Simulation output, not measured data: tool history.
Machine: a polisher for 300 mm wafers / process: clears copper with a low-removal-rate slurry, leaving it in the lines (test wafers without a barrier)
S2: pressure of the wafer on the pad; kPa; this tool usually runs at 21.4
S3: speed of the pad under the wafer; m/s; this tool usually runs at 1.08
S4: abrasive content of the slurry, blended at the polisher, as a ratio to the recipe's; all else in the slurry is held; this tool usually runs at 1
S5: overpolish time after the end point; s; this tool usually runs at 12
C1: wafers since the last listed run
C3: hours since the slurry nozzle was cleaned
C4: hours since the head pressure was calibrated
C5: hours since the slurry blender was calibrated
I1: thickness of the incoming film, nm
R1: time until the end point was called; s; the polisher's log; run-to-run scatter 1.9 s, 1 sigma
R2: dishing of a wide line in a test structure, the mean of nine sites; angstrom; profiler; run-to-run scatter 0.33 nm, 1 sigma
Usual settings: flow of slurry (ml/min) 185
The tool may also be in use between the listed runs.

run 1 hour=0 | flow_of_slurry_(ml/min)=185 S2=21.4 S3=1.08 S4=1 S5=12 | C1=0 wafers_polished_on_this_pad=555 C3=421 C4=294.2 C5=206.5 | I1=363.8 | R1=118.9 R2=295
run 2 hour=48.1 | flow_of_slurry_(ml/min)=185 S2=21.4 S3=1.08 S4=0.95 S5=12 | C1=421 wafers_polished_on_this_pad=977 C3=469.1 C4=342.3 C5=254.6 | I1=364.9 | R1=115.4 R2=292
-- hour=78.8 slurry nozzle cleaned
-- hour=95.1 slurry blender recalibrated
-- hour=102.5 worn pad replaced by a new one
run 3 hour=118.2 | flow_of_slurry_(ml/min)=185 S2=21.4 S3=1.08 S4=0.95 S5=12 | C1=553 wafers_polished_on_this_pad=138 C3=39.4 C4=412.4 C5=23.1 | I1=360 | R1=113.2 R2=291
run 4 hour=267.1 | flow_of_slurry_(ml/min)=185 S2=21.4 S3=1.08 S4=0.95 S5=12 | C1=1306 wafers_polished_on_this_pad=1444 C3=188.3 C4=561.3 C5=172 | I1=366.6 | R1=123.8 R2=290
-- hour=289.4 worn pad replaced by a new one
run 5 hour=377.4 | flow_of_slurry_(ml/min)=185 S2=21.4 S3=1.08 S4=1 S5=12 | C1=932 wafers_polished_on_this_pad=771 C3=298.6 C4=671.6 C5=282.3 | I1=368.5 | R1=126 R2=290
-- hour=388.3 head pressure recalibrated
-- hour=399.3 slurry blender recalibrated
run 6 hour=403.4 | flow_of_slurry_(ml/min)=185 S2=21.4 S3=1.08 S4=1 S5=12 | C1=192 wafers_polished_on_this_pad=964 C3=324.6 C4=15.1 C5=4.1 | I1=369.6 | R1=112.8 R2=321
run 7 hour=448.1 | flow_of_slurry_(ml/min)=185 S2=21.4 S3=1.08 S4=1 S5=12 | C1=392 wafers_polished_on_this_pad=1356 C3=369.3 C4=59.8 C5=48.8 | I1=365.3 | R1=111.8 R2=315
-- hour=461.1 worn pad replaced by a new one
run 8 hour=503.1 | flow_of_slurry_(ml/min)=120 S2=17.9 S3=1.42 S4=1.2 S5=12 | C1=447 wafers_polished_on_this_pad=368 C3=424.3 C4=114.8 C5=103.8 | I1=363.1 | R1=105.2 R2=317
-- hour=588.1 slurry nozzle cleaned
run 9 hour=611.7 | flow_of_slurry_(ml/min)=240 S2=21.4 S3=1.08 S4=1 S5=6 | C1=943 wafers_polished_on_this_pad=1311 C3=23.6 C4=223.4 C5=212.4 | I1=367.2 | R1=110.5 R2=170
-- hour=639.9 worn pad replaced by a new one
run 10 hour=659.7 | flow_of_slurry_(ml/min)=185 S2=21.4 S3=1.08 S4=1 S5=12 | C1=385 wafers_polished_on_this_pad=173 C3=71.6 C4=271.4 C5=260.4 | I1=364.3 | R1=115.1 R2=310
run 11 hour=684.4 | flow_of_slurry_(ml/min)=185 S2=21.4 S3=1.08 S4=1 S5=10 | C1=216 wafers_polished_on_this_pad=390 C3=96.3 C4=296.1 C5=285.1 | I1=370.9 | R1=117.6 R2=261
run 12 hour=724.5 | flow_of_slurry_(ml/min)=225 S2=21.4 S3=1.3 S4=0.75 S5=5 | C1=351 wafers_polished_on_this_pad=741 C3=136.4 C4=336.2 C5=325.2 | I1=362.7 | R1=93.6 R2=159
-- hour=727.8 slurry blender recalibrated
run 13 hour=777 | flow_of_slurry_(ml/min)=185 S2=21.4 S3=1.08 S4=1 S5=6 | C1=442 wafers_polished_on_this_pad=1184 C3=188.9 C4=388.7 C5=49.2 | I1=363.2 | R1=114.8 R2=160
run 14 hour=807.9 | flow_of_slurry_(ml/min)=185 S2=21.4 S3=1.08 S4=1 S5=12 | C1=271 wafers_polished_on_this_pad=1455 C3=219.8 C4=419.6 C5=80.1 | I1=360 | R1=117.6 R2=303
-- hour=818.9 worn pad replaced by a new one
run 15 hour=835.8 | flow_of_slurry_(ml/min)=185 S2=21.4 S3=0.78 S4=1 S5=12 | C1=209 wafers_polished_on_this_pad=148 C3=247.7 C4=447.5 C5=108 | I1=358.5 | R1=156.5 R2=224

Predict each of these 5 candidate next runs independently; none follows another, all start after run 15:
run A hour=836.3 | flow_of_slurry_(ml/min)=225 S2=21.4 S3=1.08 S4=1 S5=12 | C1=4 wafers_polished_on_this_pad=152 C3=248.2 C4=448 C5=108.5 | I1=364.4 | R1=? R2=?
run B hour=836.3 | flow_of_slurry_(ml/min)=185 S2=21.4 S3=1.08 S4=1 S5=7 | C1=4 wafers_polished_on_this_pad=152 C3=248.2 C4=448 C5=108.5 | I1=364.4 | R1=? R2=?
run C hour=836.3 | flow_of_slurry_(ml/min)=185 S2=21.4 S3=0.76 S4=1 S5=12 | C1=4 wafers_polished_on_this_pad=152 C3=248.2 C4=448 C5=108.5 | I1=364.4 | R1=? R2=?
run D hour=836.3 | flow_of_slurry_(ml/min)=215 S2=18.6 S3=1.08 S4=1 S5=16 | C1=4 wafers_polished_on_this_pad=152 C3=248.2 C4=448 C5=108.5 | I1=364.4 | R1=? R2=?
run E hour=836.3 | flow_of_slurry_(ml/min)=250 S2=28.3 S3=1.08 S4=0.75 S5=12 | C1=4 wafers_polished_on_this_pad=152 C3=248.2 C4=448 C5=108.5 | I1=364.4 | R1=? R2=?

run=A R1=113 R2=306
run=B R1=116 R2=182
run=C R1=163.8 R2=218
run=D R1=130.5 R2=345
run=E R1=86.8 R2=391
The same runs, with their run-to-run variation unchanged, on a tool lacking any hidden condition would have given:
run=A R1=109.7 R2=314
run=B R1=112.7 R2=187
run=C R1=159.1 R2=224
run=D R1=126.7 R2=355
run=E R1=84.3 R2=402
